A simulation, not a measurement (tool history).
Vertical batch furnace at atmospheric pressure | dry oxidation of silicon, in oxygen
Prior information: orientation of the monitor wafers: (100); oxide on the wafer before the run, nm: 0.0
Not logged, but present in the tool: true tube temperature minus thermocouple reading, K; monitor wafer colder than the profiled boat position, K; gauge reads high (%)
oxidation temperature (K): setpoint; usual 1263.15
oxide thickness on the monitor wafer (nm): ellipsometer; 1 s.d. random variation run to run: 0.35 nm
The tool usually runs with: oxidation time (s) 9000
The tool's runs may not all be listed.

run	day	oxidation temperature (K)	oxidation time (s)	wafers since the last listed run	hours since the last temperature calibration	hours since the boat lift was adjusted	hours since the gauge calibration	read-back reference wafer on the same gauge, thickness	oxide thickness on the monitor wafer (nm)
1	0.000	1277.15	9000	0	2037.6	85.9	3028.4	64.05	90.89
2	4.192	1277.15	9000	964	2138.2	186.5	3129.0	64.08	91.65
3	8.112	1263.15	11130	902	2232.3	280.6	3223.1	64.11	93.06
4	10.633	1263.15	11130	580	2292.8	341.1	3283.6	64.06	93.54
5	13.717	1263.15	11130	709	2366.8	415.1	3357.6	64.07	92.45
6	15.267	1263.15	9000	356	2404.0	452.3	3394.8	64.09	80.28
7	17.646	1282.15	11370	547	2461.1	509.4	3451.9	64.02	112.79
8	20.571	1263.15	10980	673	2531.3	579.6	3522.1	64.15	91.58
9	22.192	1263.15	10980	372	2570.2	618.5	3561.0	64.07	92.55
10	24.054	1250.15	9000	428	2614.9	663.2	3605.7	64.01	71.74
11	26.658	1250.15	9000	599	2677.4	725.7	3668.2	64.13	71.45
12	30.358	1250.15	9000	851	2766.2	814.5	3757.0	64.12	71.19
13	32.942	1263.15	9000	594	2828.2	876.5	3819.0	64.10	80.02
14	36.746	1263.15	9000	875	2919.5	967.8	3910.3	64.06	79.96
15	41.046	1263.15	9000	989	3022.7	1071.0	4013.5	64.08	80.02
# day 41.842: gauge calibrated
16	44.983	1250.15	9000	905	3117.2	1165.5	75.4	64.11	70.50
17	50.175	1278.15	5550	1194	3241.8	1290.1	200.0	64.04	66.09
# day 53.796: thermocouples replaced and temperature profile calibrated
18	53.817	1263.15	9000	607	0.5	1377.5	287.4	64.09	76.00
19	55.450	1263.15	9000	375	39.7	1416.7	326.6	64.10	76.13
20	57.846	1263.15	9000	551	97.2	1474.2	384.1	64.13	76.68
21	60.688	1250.15	11550	653	165.4	1542.4	452.3	64.06	81.99
22	63.096	1245.15	10530	554	223.2	1600.2	510.1	64.04	73.33
23	65.729	1263.15	9000	605	286.4	1663.4	573.3	64.13	76.89
24	72.700	1263.15	5700	1603	453.7	1830.7	740.6	64.17	55.17
25	75.154	1275.15	6000	564	512.6	1889.6	799.5	64.09	64.76
26	79.071	1283.15	9000	901	606.6	1983.6	893.5	64.07	91.58
27	83.058	1282.15	5940	917	702.3	2079.3	989.2	64.15	68.91
28	84.879	1282.15	7110	418	746.0	2123.0	1032.9	64.10	77.95
29	89.908	1246.15	13440	1157	866.7	2243.7	1153.6	64.12	88.60
30	93.767	1274.15	9000	887	959.3	2336.3	1246.2	64.08	83.86
31	95.583	1273.15	6120	418	1002.9	2379.9	1289.8	64.01	63.48
# day 98.079: boat lift adjusted
32	100.042	1263.15	9000	795	1109.9	47.1	1396.8	64.08	79.65
33	102.338	1263.15	9000	528	1165.0	102.2	1451.9	64.18	79.45
34	104.396	1273.15	6120	473	1214.4	151.6	1501.3	64.09	66.81
35	107.621	1244.15	9000	742	1291.8	229.0	1578.7	64.11	67.72
36	120.529	1248.15	11130	2970	1601.6	538.8	1888.5	64.08	81.28
37	123.496	1271.15	13020	682	1672.8	610.0	1959.7	64.09	110.71
38	125.238	1263.15	9000	400	1714.6	651.8	2001.5	64.10	79.56
39	127.800	1263.15	9000	589	1776.1	713.3	2063.0	64.12	79.62
40	132.092	1282.15	5970	987	1879.1	816.3	2166.0	64.01	72.28

Each row is a separate what-if for the run after 40, all from the same tool condition, not one after another. Results?
A	132.325	1263.15	9000	53	1884.7	821.9	2171.6	?	?
B	132.325	1280.15	10500	53	1884.7	821.9	2171.6	?	?
C	132.325	1244.15	6720	53	1884.7	821.9	2171.6	?	?

run	read-back reference wafer on the same gauge, thickness	oxide thickness on the monitor wafer (nm)
A	64.07	79.51
B	64.07	103.58
C	64.07	54.94
Stripped of hidden state, with their random variation kept, the same runs would have yielded:
run	oxide thickness on the monitor wafer (nm)
A	76.65
B	99.99
C	53.34

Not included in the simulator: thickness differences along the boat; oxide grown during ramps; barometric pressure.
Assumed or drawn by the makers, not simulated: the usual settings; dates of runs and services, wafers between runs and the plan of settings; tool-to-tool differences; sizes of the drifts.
